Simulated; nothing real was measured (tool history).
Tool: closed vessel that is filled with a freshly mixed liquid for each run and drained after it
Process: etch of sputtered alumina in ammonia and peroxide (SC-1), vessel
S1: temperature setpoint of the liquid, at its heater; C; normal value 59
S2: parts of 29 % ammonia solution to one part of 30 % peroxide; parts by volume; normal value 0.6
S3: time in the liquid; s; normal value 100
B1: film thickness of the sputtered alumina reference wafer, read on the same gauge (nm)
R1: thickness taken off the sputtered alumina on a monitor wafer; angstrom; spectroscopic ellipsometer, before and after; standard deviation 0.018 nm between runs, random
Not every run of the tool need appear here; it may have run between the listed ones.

run   hour    S1    S2   S3      B1    R1
  1      0    59   0.6  100   99.98  52.5
  2   32.4    59   0.6  100     100  52.3
  3   49.5    59   0.6  100     100  52.5
  4   73.2    59   0.6  100   99.99    52
  5   96.4    59   0.6  100   99.98  52.2
  6  115.8    59   0.6  100  100.01  52.3
  7  141.1  54.5   0.6  100     100  40.9
  8  167.2  54.5   0.6  100   99.99  40.8
  9  185.8  64.5   0.6  100  100.03  68.6
 10  209.9  64.5   0.6  100   99.99  68.6
     212.2  -- ammonia flow meter replaced
     225.6  -- thermometer replaced
 11  229.3    59   0.6  100     100  54.9
 12  256.2    59   0.6  100   99.97  54.9
 13  274.3    59   0.6  100  100.02  54.8
     298.4  -- gauge calibrated
 14  308.1    59  0.85  100  100.01  56.8

The next listed run, before its measurement:
 15   384  59  0.6  120   ?   ?

{"run 15": {"B1": 99.99, "R1": 65.3}}
If the tool had no hidden condition, the same run with the same run-to-run variation would have returned R1 67.1 angstrom.

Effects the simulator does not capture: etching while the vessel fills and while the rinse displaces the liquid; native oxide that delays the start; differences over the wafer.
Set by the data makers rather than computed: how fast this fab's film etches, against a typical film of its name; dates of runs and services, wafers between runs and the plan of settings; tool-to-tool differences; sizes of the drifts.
